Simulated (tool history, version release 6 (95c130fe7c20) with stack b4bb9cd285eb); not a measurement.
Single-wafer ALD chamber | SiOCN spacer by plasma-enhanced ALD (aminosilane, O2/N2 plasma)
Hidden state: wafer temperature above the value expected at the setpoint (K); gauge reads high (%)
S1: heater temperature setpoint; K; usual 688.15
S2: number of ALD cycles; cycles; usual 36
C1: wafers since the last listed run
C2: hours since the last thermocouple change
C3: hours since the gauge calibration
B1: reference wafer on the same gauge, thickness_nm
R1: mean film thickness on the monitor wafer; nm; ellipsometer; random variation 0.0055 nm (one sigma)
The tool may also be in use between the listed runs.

Run 1, day 0: usual settings; C1 0; C2 1059.1; C3 678.2; B1 2.161. Result: R1 2.122 nm.
Run 2, day 1.017: usual settings; C1 218; C2 1083.5; C3 702.6; B1 2.16. Result: R1 2.142 nm.
Run 3, day 3.112: usual settings; C1 451; C2 1133.8; C3 752.9; B1 2.163. Result: R1 2.134 nm.
Run 4, day 5.071: usual settings; C1 421; C2 1180.8; C3 799.9; B1 2.161. Result: R1 2.127 nm.
Run 5, day 7.433: usual settings; C1 508; C2 1237.5; C3 856.6; B1 2.16. Result: R1 2.134 nm.
Run 6, day 9.183: usual settings; C1 376; C2 1279.5; C3 898.6; B1 2.16. Result: R1 2.124 nm.
Run 7, day 11.079: usual settings; C1 408; C2 1325; C3 944.1; B1 2.16. Result: R1 2.117 nm.
Run 8, day 12.196: usual settings but S1 680.15 K; C1 240; C2 1351.8; C3 970.9; B1 2.16. Result: R1 2.183 nm.
Run 9, day 13.675: usual settings but S1 680.15 K; C1 318; C2 1387.3; C3 1006.4; B1 2.163. Result: R1 2.18 nm.
Run 10, day 15.842: usual settings; C1 466; C2 1439.3; C3 1058.4; B1 2.158. Result: R1 2.121 nm.
Run 11, day 18.15: usual settings; C1 497; C2 1494.7; C3 1113.8; B1 2.159. Result: R1 2.115 nm.
Run 12, day 19.217: usual settings but S1 679.15 K; C1 229; C2 1520.3; C3 1139.4; B1 2.161. Result: R1 2.192 nm.
Run 13, day 21.033: usual settings but S1 679.15 K; C1 391; C2 1563.9; C3 1183; B1 2.159. Result: R1 2.193 nm.
Run 14, day 22.742: usual settings but S1 679.15 K; C1 367; C2 1604.9; C3 1224; B1 2.16. Result: R1 2.189 nm.
Run 15, day 24.646: usual settings but S1 679.15 K, S2 39 cycles; C1 410; C2 1650.6; C3 1269.7; B1 2.16. Result: R1 2.36 nm.
Run 16, day 25.938: usual settings but S1 676.15 K, S2 38 cycles; C1 278; C2 1681.6; C3 1300.7; B1 2.16. Result: R1 2.323 nm.
Run 17, day 27.817: usual settings but S1 676.15 K, S2 38 cycles; C1 404; C2 1726.7; C3 1345.8; B1 2.159. Result: R1 2.324 nm.
Run 18, day 30.504: usual settings but S1 695.15 K; C1 578; C2 1791.2; C3 1410.3; B1 2.159. Result: R1 2.052 nm.
Run 19, day 32.892: usual settings; C1 514; C2 1848.5; C3 1467.6; B1 2.161. Result: R1 2.097 nm.
At day 34.662: gauge calibrated.
Run 20, day 34.958: usual settings but S1 677.15 K, S2 30 cycles; C1 445; C2 1898.1; C3 7.1; B1 2.161. Result: R1 1.821 nm.
Run 21, day 36.979: usual settings but S2 34 cycles; C1 435; C2 1946.6; C3 55.6; B1 2.16. Result: R1 1.982 nm.
Run 22, day 39.079: usual settings but S1 699.15 K, S2 30 cycles; C1 452; C2 1997; C3 106; B1 2.158. Result: R1 1.673 nm.
Run 23, day 41.421: usual settings but S1 696.15 K, S2 40 cycles; C1 504; C2 2053.2; C3 162.2; B1 2.158. Result: R1 2.263 nm.
Run 24, day 43.117: usual settings; C1 365; C2 2093.9; C3 202.9; B1 2.162. Result: R1 2.096 nm.
At day 43.971: thermocouple changed; heater temperature recalibrated.
Run 25, day 44.433: usual settings but S1 677.15 K, S2 40 cycles; C1 211; C2 11.1; C3 234.5; B1 2.161. Result: R1 2.472 nm.
Run 26, day 47.317: usual settings but S1 677.15 K, S2 29 cycles; C1 621; C2 80.3; C3 303.7; B1 2.157. Result: R1 1.801 nm.
Run 27, day 48.412: usual settings; C1 236; C2 106.6; C3 330; B1 2.161. Result: R1 2.134 nm.
Run 28, day 51.212: usual settings but S1 677.15 K, S2 31 cycles; C1 603; C2 173.8; C3 397.2; B1 2.161. Result: R1 1.919 nm.
Run 29, day 53.212: usual settings but S1 702.15 K, S2 29 cycles; C1 430; C2 221.8; C3 445.2; B1 2.158. Result: R1 1.639 nm.
Run 30, day 54.221: usual settings but S1 681.15 K, S2 32 cycles; C1 217; C2 246; C3 469.4; B1 2.157. Result: R1 1.954 nm.
Run 31, day 55.967: usual settings but S1 693.15 K, S2 38 cycles; C1 376; C2 287.9; C3 511.3; B1 2.16. Result: R1 2.232 nm.
Run 32, day 57.929: usual settings but S1 677.15 K; C1 422; C2 335; C3 558.4; B1 2.16. Result: R1 2.226 nm.
Run 33, day 59.396: usual settings but S1 698.15 K, S2 41 cycles; C1 315; C2 370.2; C3 593.6; B1 2.16. Result: R1 2.353 nm.
Run 34, day 60.4: usual settings but S1 674.15 K, S2 39 cycles; C1 216; C2 394.3; C3 617.7; B1 2.163. Result: R1 2.419 nm.
Run 35, day 62.662: usual settings but S1 694.15 K, S2 39 cycles; C1 487; C2 448.6; C3 672; B1 2.159. Result: R1 2.274 nm.
Run 36, day 64.446: usual settings but S1 676.15 K, S2 40 cycles; C1 384; C2 491.4; C3 714.8; B1 2.16. Result: R1 2.473 nm.

4 ways to go on from here, each from the tool as it stands after run 36. What would each give?
Run A, day 64.467: usual settings; C1 4; C2 491.9; C3 715.3; B1 ?. Result: R1 ?.
Run B, day 64.467: usual settings but S1 682.15 K, S2 31 cycles; C1 4; C2 491.9; C3 715.3; B1 ?. Result: R1 ?.
Run C, day 64.467: usual settings but S2 32 cycles; C1 4; C2 491.9; C3 715.3; B1 ?. Result: R1 ?.
Run D, day 64.467: usual settings but S1 703.15 K, S2 40 cycles; C1 4; C2 491.9; C3 715.3; B1 ?. Result: R1 ?.

run     B1     R1
  A  2.158  2.152
  B  2.158  1.893
  C  2.158  1.912
  D  2.158  2.262
Without the tool's hidden state the same runs would have given:
run     R1
  A  2.154
  B  1.895
  C  1.915
  D  2.265
